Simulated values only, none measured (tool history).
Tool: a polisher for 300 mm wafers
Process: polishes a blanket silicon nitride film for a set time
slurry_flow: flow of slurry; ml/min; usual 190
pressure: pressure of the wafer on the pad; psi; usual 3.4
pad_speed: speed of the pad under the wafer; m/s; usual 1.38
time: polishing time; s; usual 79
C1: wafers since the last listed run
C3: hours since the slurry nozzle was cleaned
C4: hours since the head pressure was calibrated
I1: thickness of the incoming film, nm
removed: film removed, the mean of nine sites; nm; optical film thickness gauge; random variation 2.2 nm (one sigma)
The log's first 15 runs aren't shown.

run 16 day=51.092 | slurry_flow=190 pressure=4.3 pad_speed=1.38 time=52 | C1=1097 wafers_polished_on_this_pad=1172 C3=341.1 C4=867.5 | I1=656.5 | removed=116.5
run 17 day=52.754 | slurry_flow=190 pressure=3.4 pad_speed=1.38 time=79 | C1=450 wafers_polished_on_this_pad=1623 C3=381 C4=907.4 | I1=664.1 | removed=151.8
run 18 day=56.346 | slurry_flow=250 pressure=3 pad_speed=1.38 time=79 | C1=974 wafers_polished_on_this_pad=2597 C3=467.2 C4=993.6 | I1=643.4 | removed=137.8
-- day=58.038 slurry nozzle cleaned
run 19 day=60.417 | slurry_flow=190 pressure=3.4 pad_speed=1.38 time=79 | C1=1092 wafers_polished_on_this_pad=3690 C3=57.1 C4=1091.3 | I1=649.5 | removed=158
run 20 day=64.729 | slurry_flow=190 pressure=3.4 pad_speed=1.04 time=60 | C1=1169 wafers_polished_on_this_pad=4860 C3=160.6 C4=1194.8 | I1=654.3 | removed=101.2
-- day=66.425 head pressure recalibrated
run 21 day=66.696 | slurry_flow=220 pressure=4 pad_speed=1.38 time=79 | C1=510 wafers_polished_on_this_pad=5371 C3=207.8 C4=6.5 | I1=654.6 | removed=175.3
run 22 day=68.238 | slurry_flow=160 pressure=3.4 pad_speed=1.38 time=79 | C1=418 wafers_polished_on_this_pad=5789 C3=244.8 C4=43.5 | I1=648.9 | removed=151.3
-- day=68.704 worn pad replaced by a new one
run 23 day=72.246 | slurry_flow=230 pressure=3.4 pad_speed=1.38 time=95 | C1=1041 wafers_polished_on_this_pad=960 C3=341 C4=139.7 | I1=643.3 | removed=185.4
run 24 day=75.508 | slurry_flow=190 pressure=3.4 pad_speed=1.24 time=79 | C1=884 wafers_polished_on_this_pad=1844 C3=419.3 C4=218 | I1=638.3 | removed=144.8

The next listed run, before its measurement:
-- day=77.35 slurry nozzle cleaned
run 25 day=79.817 | slurry_flow=125 pressure=3.7 pad_speed=0.98 time=79 | C1=1157 wafers_polished_on_this_pad=3002 C3=59.2 C4=321.4 | I1=659.4 | removed=?

Run 25 gave removed 134.3 nm.
Without the tool's hidden state the same run would have given removed 134.9 nm.
